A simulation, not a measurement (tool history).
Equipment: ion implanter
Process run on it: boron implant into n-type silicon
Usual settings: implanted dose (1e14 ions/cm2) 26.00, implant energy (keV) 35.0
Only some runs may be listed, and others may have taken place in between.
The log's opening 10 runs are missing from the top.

run    hour  implanted dose (1e14 ions/cm2)  implant energy (keV)  read-back reference wafer on the same gauge, sheet resistance  sheet resistance of the implanted and annealed layer (ohm/square)
 11   837.7                           26.00                  28.5                                                          69.45                                                              64.31
 12   895.8                           26.00                  28.5                                                          69.41                                                              64.06
 13  1003.5                           26.00                  28.5                                                          69.32                                                              64.40
 14  1090.8                           26.00                  35.0                                                          69.41                                                              61.17
 15  1156.5                           26.00                  35.0                                                          69.46                                                              61.05
 16  1257.6                           26.00                  35.0                                                          69.38                                                              61.29
 17  1299.7                           23.73                  35.0                                                          69.41                                                              64.57
 18  1368.8                           30.04                  38.5                                                          69.40                                                              55.55
     1423.1  -- extraction supply calibrated
 19  1441.0                           26.00                  35.0                                                          69.38                                                              60.81
 20  1495.4                           21.83                  46.5                                                          69.42                                                              65.60
 21  1554.3                           20.90                  30.5                                                          69.36                                                              71.58
     1565.8  -- Faraday cup replaced and dose calibrated
 22  1656.3                           26.00                  35.0                                                          69.40                                                              59.88
 23  1747.1                           19.93                  38.5                                                          69.40                                                              69.74
 24  1793.8                           26.00                  35.0                                                          69.39                                                              60.07
     1798.4  -- gauge calibrated
 25  1888.6                           19.70                  24.5                                                          69.42                                                              76.30
 26  1972.4                           26.00                  35.0                                                          69.36                                                              60.19
 27  2048.9                           33.69                  38.0                                                          69.44                                                              51.49
 28  2102.5                           26.00                  35.0                                                          69.44                                                              60.26
 29  2162.8                           30.08                  24.0                                                          69.44                                                              63.29
 30  2241.0                           26.00                  31.0                                                          69.40                                                              61.88
 31  2312.4                           26.00                  35.0                                                          69.42                                                              60.41
 32  2358.1                           19.29                  28.0                                                          69.40                                                              75.75

Below are 5 alternative next runs, each starting from the tool's condition after run 32. Predict each:
  A  2358.5                           26.00                  35.0                                                              ?                                                                  ?
  B  2358.5                           28.05                  45.5                                                              ?                                                                  ?
  C  2358.5                           22.57                  35.0                                                              ?                                                                  ?
  D  2358.5                           32.51                  44.5                                                              ?                                                                  ?
  E  2358.5                           19.54                  32.0                                                              ?                                                                  ?

run  read-back reference wafer on the same gauge, sheet resistance  sheet resistance of the implanted and annealed layer (ohm/square)
  A                                                          69.33                                                              60.50
  B                                                          69.33                                                              55.01
  C                                                          69.33                                                              65.88
  D                                                          69.33                                                              50.75
  E                                                          69.33                                                              73.43
Take away the tool's hidden state, keep each run's random variation, and the runs would have read:
run  sheet resistance of the implanted and annealed layer (ohm/square)
  A                                                              59.81
  B                                                              54.35
  C                                                              65.07
  D                                                              50.21
  E                                                              72.48
